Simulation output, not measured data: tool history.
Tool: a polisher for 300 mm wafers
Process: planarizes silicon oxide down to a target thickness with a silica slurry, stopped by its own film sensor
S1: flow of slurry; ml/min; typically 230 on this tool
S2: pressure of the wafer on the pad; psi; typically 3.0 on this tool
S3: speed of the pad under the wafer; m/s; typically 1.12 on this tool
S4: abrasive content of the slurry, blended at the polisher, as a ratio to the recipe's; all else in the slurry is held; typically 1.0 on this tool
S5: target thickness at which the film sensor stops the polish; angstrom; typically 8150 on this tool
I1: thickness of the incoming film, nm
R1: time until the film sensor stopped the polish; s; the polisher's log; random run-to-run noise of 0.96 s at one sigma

run     day   S1   S2    S3   S4    S5      I1     R1
  1   0.000  230  3.0  0.98  0.8  8150  1050.4  120.1
  2   1.775  230  3.0  1.12  1.0  8690  1043.0   75.9
  3   4.250  230  3.0  1.12  1.0  8690  1036.9   73.5
  4   7.179  250  3.0  1.12  1.0  8150  1049.4  104.0
      7.312  -- head pressure recalibrated, repeated, since the last time left the tool worse
     10.758  -- conditioning disc replaced and pad reconditioned
     10.942  -- worn pad replaced by a new one
  5  10.962  250  3.0  1.12  1.0  8150  1045.4   87.9
     13.283  -- slurry blender recalibrated
  6  13.400  230  3.0  1.12  1.0  8150  1028.2   80.6
  7  15.246  230  3.0  1.12  1.0  8150  1044.7   86.7
  8  17.825  230  3.0  1.12  1.0  8150  1026.7   81.1
  9  20.304  175  3.0  1.12  1.0  8150  1042.8   91.8
 10  22.879  230  3.0  1.12  1.0  8150  1030.4   82.9
 11  25.179  230  3.0  1.12  1.0  8150  1021.2   80.3
     25.879  -- worn pad replaced by a new one
 12  26.483  230  3.8  1.12  1.0  8550  1030.8   54.6
 13  29.217  255  3.0  1.12  1.0  8150  1039.5   86.9
     29.883  -- conditioning disc replaced and pad reconditioned
 14  30.462  230  3.0  0.74  1.0  8150  1028.5  118.0
     30.896  -- slurry blender recalibrated
 15  31.675  230  3.7  1.12  1.0  8150  1041.9   73.2
     33.675  -- head pressure recalibrated
 16  33.983  230  3.0  1.12  1.1  8150  1057.3   86.8
     34.288  -- slurry nozzle cleaned
 17  36.854  195  3.0  1.12  1.0  8520  1039.7   70.7
 18  39.829  230  3.0  1.40  1.0  7380  1041.8   97.2
 19  41.275  230  3.0  1.12  1.0  8690  1020.6   57.0
 20  42.638  230  3.0  1.12  1.2  8150  1033.8   79.5
 21  44.088  230  3.5  1.12  1.0  7880  1041.6   81.9
     45.567  -- worn pad replaced by a new one
 22  45.629  270  3.0  1.12  1.0  8520  1019.5   63.0
     48.550  -- slurry blender recalibrated
     48.696  -- conditioning disc replaced and pad reconditioned
 23  54.004  230  3.0  1.12  1.0  8150  1047.0   89.9
 24  55.362  270  3.0  1.30  1.0  8150  1035.1   76.6
 25  56.688  230  3.0  1.12  1.0  8150  1028.4   84.3
 26  58.796  230  3.0  1.12  1.0  8150  1061.0   99.0

The logged runs with the hidden state left out (each run's random variation unchanged):
Hidden state present: removal rate lost through wear of the pad, %; slurry flow missing at the pad, %; deviation of the head's pressure from its setpoint, %; abrasive missing from the slurry, %; time polished since the conditioner stopped cutting, s.
run     R1
  1  102.5
  2   64.6
  3   62.3
  4   87.7
  5   87.6
  6   80.2
  7   86.1
  8   80.1
  9   90.2
 10   80.8
 11   77.6
 12   52.5
 13   82.7
 14  111.5
 15   68.8
 16   87.4
 17   71.1
 18   97.5
 19   57.0
 20   79.4
 21   81.5
 22   62.5
 23   86.8
 24   73.6
 25   80.4
 26   93.5

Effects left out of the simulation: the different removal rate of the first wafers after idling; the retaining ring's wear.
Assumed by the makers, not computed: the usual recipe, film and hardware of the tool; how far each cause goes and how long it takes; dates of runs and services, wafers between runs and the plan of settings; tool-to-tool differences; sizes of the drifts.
